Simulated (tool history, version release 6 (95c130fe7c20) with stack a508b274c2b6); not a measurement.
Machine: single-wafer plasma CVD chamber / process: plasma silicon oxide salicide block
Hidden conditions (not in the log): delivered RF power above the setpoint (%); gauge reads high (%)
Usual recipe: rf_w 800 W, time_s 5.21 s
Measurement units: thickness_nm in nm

run	hour	rf_w	time_s	wafers since the last listed run	hours since the last RF generator calibration	hours since the showerhead was replaced	hours since the gauge calibration	read-back reference wafer on the same gauge, thickness_nm	thickness_nm
1	0.0	800	5.21	0	74.6	2056.8	754.5	62.437	54.284
2	89.9	800	5.21	4207	164.5	2146.7	844.4	62.399	54.563
3	194.8	800	5.21	4909	269.4	2251.6	949.3	62.408	54.599
4	294.3	800	5.21	4656	368.9	2351.1	1048.8	62.437	55.151
5	401.2	800	5.21	5003	475.8	2458.0	1155.7	62.519	54.615
6	479.7	800	5.21	3673	554.3	2536.5	1234.2	62.502	54.757
7	782.9	800	5.21	14190	857.5	2839.7	1537.4	62.504	54.616
8	854.2	800	5.21	3336	928.8	2911.0	1608.7	62.579	54.607
# hour 927.6: gauge calibrated
9	931.7	800	5.21	3627	1006.3	2988.5	4.1	62.518	54.324
# hour 981.9: RF generator calibrated
10	989.5	800	5.21	2330	7.6	3046.3	61.9	62.495	54.682
11	1080.2	800	5.21	4244	98.3	3137.0	152.6	62.485	54.381
12	1121.8	800	5.21	1946	139.9	3178.6	194.2	62.520	54.435
# hour 1138.7: showerhead replaced
13	1182.7	885	5.21	2475	200.8	44.0	255.1	62.458	55.696
14	1250.8	645	4.91	3187	268.9	112.1	323.2	62.503	48.523
15	1356.1	800	5.21	4928	374.2	217.4	428.5	62.451	54.517
16	1398.1	800	4.35	1965	416.2	259.4	470.5	62.516	45.281
17	1497.3	935	5.21	4642	515.4	358.6	569.7	62.519	56.538
18	1578.5	910	4.65	3800	596.6	439.8	650.9	62.541	50.239
19	1868.2	675	5.78	13558	886.3	729.5	940.6	62.478	58.181
# hour 1940.6: RF generator calibrated
20	1950.3	715	5.21	3467	9.7	811.6	1022.7	62.537	53.185

The tool's hidden state at each run:
delivered RF power above the setpoint (%): 0, the same for each run
gauge reads high (%): 0, the same for each run

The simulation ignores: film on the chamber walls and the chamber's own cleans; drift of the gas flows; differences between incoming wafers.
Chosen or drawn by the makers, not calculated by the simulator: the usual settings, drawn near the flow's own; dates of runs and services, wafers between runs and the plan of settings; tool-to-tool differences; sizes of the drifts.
